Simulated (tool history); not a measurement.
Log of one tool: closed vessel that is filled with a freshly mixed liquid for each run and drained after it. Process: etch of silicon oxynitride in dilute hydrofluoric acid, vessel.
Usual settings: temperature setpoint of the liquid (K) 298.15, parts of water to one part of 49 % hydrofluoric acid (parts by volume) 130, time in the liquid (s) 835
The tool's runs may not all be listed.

| run | hour | temperature setpoint of the liquid (K) | parts of water to one part of 49 % hydrofluoric acid (parts by volume) | time in the liquid (s) | wafers since the last listed run | hours since the thermometer was replaced | hours since the hydrofluoric acid flow meter was replaced | hours since the gauge calibration | read-back film thickness of the silicon oxynitride reference wafer, read on the same gauge (nm) | thickness taken off the silicon oxynitride on a monitor wafer (nm) |
|---|---|---|---|---|---|---|---|---|---|---|
| 1 | 0.0 | 298.15 | 130 | 835 | 0 | 765.6 | 745.9 | 198.6 | 99.98 | 23.14 |
| 2 | 86.3 | 298.15 | 130 | 835 | 3397 | 851.9 | 832.2 | 284.9 | 100.02 | 23.37 |
| 3 | 148.8 | 298.15 | 130 | 835 | 2460 | 914.4 | 894.7 | 347.4 | 99.98 | 23.08 |
| 4 | 216.9 | 298.15 | 130 | 835 | 2680 | 982.5 | 962.8 | 415.5 | 100.00 | 23.37 |
|  | 283.5 | thermometer replaced |
| 5 | 304.5 | 298.15 | 130 | 835 | 3409 | 21.0 | 1050.4 | 503.1 | 100.00 | 23.29 |
| 6 | 366.6 | 298.15 | 160 | 835 | 2444 | 83.1 | 1112.5 | 565.2 | 100.01 | 18.53 |
| 7 | 461.1 | 298.15 | 160 | 835 | 3720 | 177.6 | 1207.0 | 659.7 | 100.00 | 18.79 |
| 8 | 516.7 | 298.15 | 130 | 835 | 2188 | 233.2 | 1262.6 | 715.3 | 100.00 | 23.74 |
| 9 | 578.4 | 298.15 | 130 | 835 | 2428 | 294.9 | 1324.3 | 777.0 | 100.01 | 24.02 |
| 10 | 615.4 | 298.15 | 130 | 835 | 1456 | 331.9 | 1361.3 | 814.0 | 100.00 | 23.61 |
| 11 | 653.5 | 298.15 | 130 | 835 | 1499 | 370.0 | 1399.4 | 852.1 | 99.99 | 23.74 |
|  | 665.8 | hydrofluoric acid flow meter replaced |
| 12 | 727.1 | 298.15 | 130 | 835 | 2858 | 443.6 | 61.3 | 925.7 | 100.01 | 22.02 |
|  | 736.8 | gauge calibrated |
| 13 | 804.0 | 299.65 | 130 | 1235 | 3027 | 520.5 | 138.2 | 67.2 | 100.00 | 34.79 |

Forecast run 14:
| 14 | 886.6 | 295.65 | 195 | 685 | 3251 | 603.1 | 220.8 | 149.8 | ? | ? |

Run 14 gave read-back film thickness of the silicon oxynitride reference wafer, read on the same gauge (nm) 100.00, thickness taken off the silicon oxynitride on a monitor wafer (nm) 10.38.
Without the tool's hidden state the same run would have given thickness taken off the silicon oxynitride on a monitor wafer (nm) 10.24.
